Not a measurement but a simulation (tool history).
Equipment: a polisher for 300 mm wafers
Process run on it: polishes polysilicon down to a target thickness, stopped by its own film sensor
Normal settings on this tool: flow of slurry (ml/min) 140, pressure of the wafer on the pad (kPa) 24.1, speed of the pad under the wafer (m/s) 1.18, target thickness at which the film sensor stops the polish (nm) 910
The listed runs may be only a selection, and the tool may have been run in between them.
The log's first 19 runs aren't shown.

run,hour,flow of slurry (ml/min),pressure of the wafer on the pad (kPa),speed of the pad under the wafer (m/s),target thickness at which the film sensor stops the polish (nm),wafers since the last listed run,wafers polished on this pad,hours since the slurry nozzle was cleaned,hours since the head pressure was calibrated,"incoming thickness of the incoming film, nm",time until the film sensor stopped the polish (s)
20,275.5,140,24.1,1.18,910,149,616,122,173.9,1471.1,58.1
21,282.9,140,24.1,1.18,910,66,683,129.4,181.3,1428,53.6
22,289.2,120,24.1,1.18,858,56,740,135.7,187.6,1434.4,63.8
23,299.1,95,24.1,1.18,822,89,829,145.6,197.5,1462.3,75.1
24,308.6,140,24.1,1.18,910,85,914,155.1,207,1443.9,57.7
# hour 335.6: worn pad replaced by a new one
25,336.1,140,24.1,1.18,910,211,4,182.6,234.5,1446.6,55.3
26,349.1,140,24.1,1.18,969,117,121,195.6,247.5,1460.3,51.2
27,364.8,140,24.1,1.18,910,141,263,211.3,263.2,1426.9,53
28,381.8,140,24.1,1.18,910,153,416,228.3,280.2,1431.6,55.4
29,393.3,140,17.9,1.28,910,103,519,239.8,291.7,1437,72.8
30,411.1,140,27.6,1.6,759,160,680,257.6,309.5,1458.7,49.3
31,422.2,140,15.9,0.94,819,99,780,268.7,320.6,1444.4,130.7
32,428.7,180,24.1,1.18,1090,58,838,275.2,327.1,1472.8,40
33,436.2,140,24.1,1.18,910,67,906,282.7,334.6,1455,56.9
34,447.9,140,24.1,0.82,910,105,1011,294.4,346.3,1439.7,80.4
# hour 456.1: worn pad replaced by a new one
35,464,95,24.1,1.18,910,108,71,310.5,362.4,1451.2,64.9
36,476.8,140,24.1,1.5,910,115,186,323.3,375.2,1428.8,44.3

Predict each of these 5 candidate next runs independently; none follows another, all start after run 36:
A,477.2,140,20.7,1.18,910,3,190,323.7,375.6,1452.8,?
B,477.2,115,18.6,1.5,1090,3,190,323.7,375.6,1452.8,?
C,477.2,120,24.1,1.18,910,3,190,323.7,375.6,1452.8,?
D,477.2,140,26.9,1.18,910,3,190,323.7,375.6,1452.8,?
E,477.2,140,22.1,1.18,852,3,190,323.7,375.6,1452.8,?

run,time until the film sensor stopped the polish (s)
A,69.4
B,42.1
C,61.2
D,53.4
E,72
Take away the tool's hidden state, keep each run's random variation, and the runs would have read:
run,time until the film sensor stopped the polish (s)
A,62
B,37.6
C,54.7
D,47.7
E,64.3
